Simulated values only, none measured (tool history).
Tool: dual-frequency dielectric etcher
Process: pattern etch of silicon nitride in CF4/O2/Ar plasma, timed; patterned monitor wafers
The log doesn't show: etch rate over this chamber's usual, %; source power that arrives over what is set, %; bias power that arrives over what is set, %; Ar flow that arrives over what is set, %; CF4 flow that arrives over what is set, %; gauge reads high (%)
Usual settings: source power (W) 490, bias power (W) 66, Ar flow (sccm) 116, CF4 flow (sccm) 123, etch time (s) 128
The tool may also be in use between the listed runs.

run	hour	source power (W)	bias power (W)	Ar flow (sccm)	CF4 flow (sccm)	etch time (s)	wafers since the last listed run	hours since the last wet clean	hours since the last source power generator calibration	hours since the last bias power generator calibration	hours since the last Ar flow controller change	hours since the last CF4 flow controller change	hours since the last upper electrode change	hours since the gauge calibration	read-back reference wafer on the same gauge, depth_nm	mean etch depth across the wafer (nm)
1	0	490	66	116	123	128	0	423	4827.1	2334.8	3884.4	4111.8	3647.8	344.4	307.8	286
2	24.4	490	66	116	123	128	254	447.4	4851.5	2359.2	3908.8	4136.2	3672.2	368.8	308.4	287.3
3	46.1	490	66	116	123	128	226	469.1	4873.2	2380.9	3930.5	4157.9	3693.9	390.5	307.7	286.2
# hour 93.5: upper electrode replaced
4	94	450	66	105	123	128	249	517	4921.1	2428.8	3978.4	4205.8	0.5	438.4	308.1	278.4
5	103.9	490	66	116	123	128	103	526.9	4931	2438.7	3988.3	4215.7	10.4	448.3	308.1	284.8
# hour 134.5: wet clean of the chamber
6	135	490	66	116	123	128	74	0.5	4962.1	2469.8	4019.4	4246.8	41.5	479.4	307.9	275.1
7	137.3	490	66	138	123	128	23	2.8	4964.4	2472.1	4021.7	4249.1	43.8	481.7	308	268
# hour 161.7: Ar flow controller replaced
8	163.2	490	53	116	123	116.5	207	28.7	4990.3	2498	1.5	4275	69.7	507.6	308.2	228.6
9	176.5	490	66	124	123	90	138	42	5003.6	2511.3	14.8	4288.3	83	520.9	307.9	192.3
# hour 181.1: gauge calibrated
# hour 195: source power generator calibrated
10	195.5	490	66	116	110	128	156	61	0.5	2530.3	33.8	4307.3	102	14.4	308.1	271.6

Run 11 comes next. What will it give?
# hour 239.6: wet clean of the chamber, repeated, since the last time left the tool worse
11	240.1	490	66	116	123	128	214	0.5	45.1	2574.9	78.4	4351.9	146.6	59	?	?

Run 11 gave read-back reference wafer on the same gauge, depth_nm 307.7, mean etch depth across the wafer (nm) 293.1.
Without the tool's hidden state the same run would have given mean etch depth across the wafer (nm) 294.

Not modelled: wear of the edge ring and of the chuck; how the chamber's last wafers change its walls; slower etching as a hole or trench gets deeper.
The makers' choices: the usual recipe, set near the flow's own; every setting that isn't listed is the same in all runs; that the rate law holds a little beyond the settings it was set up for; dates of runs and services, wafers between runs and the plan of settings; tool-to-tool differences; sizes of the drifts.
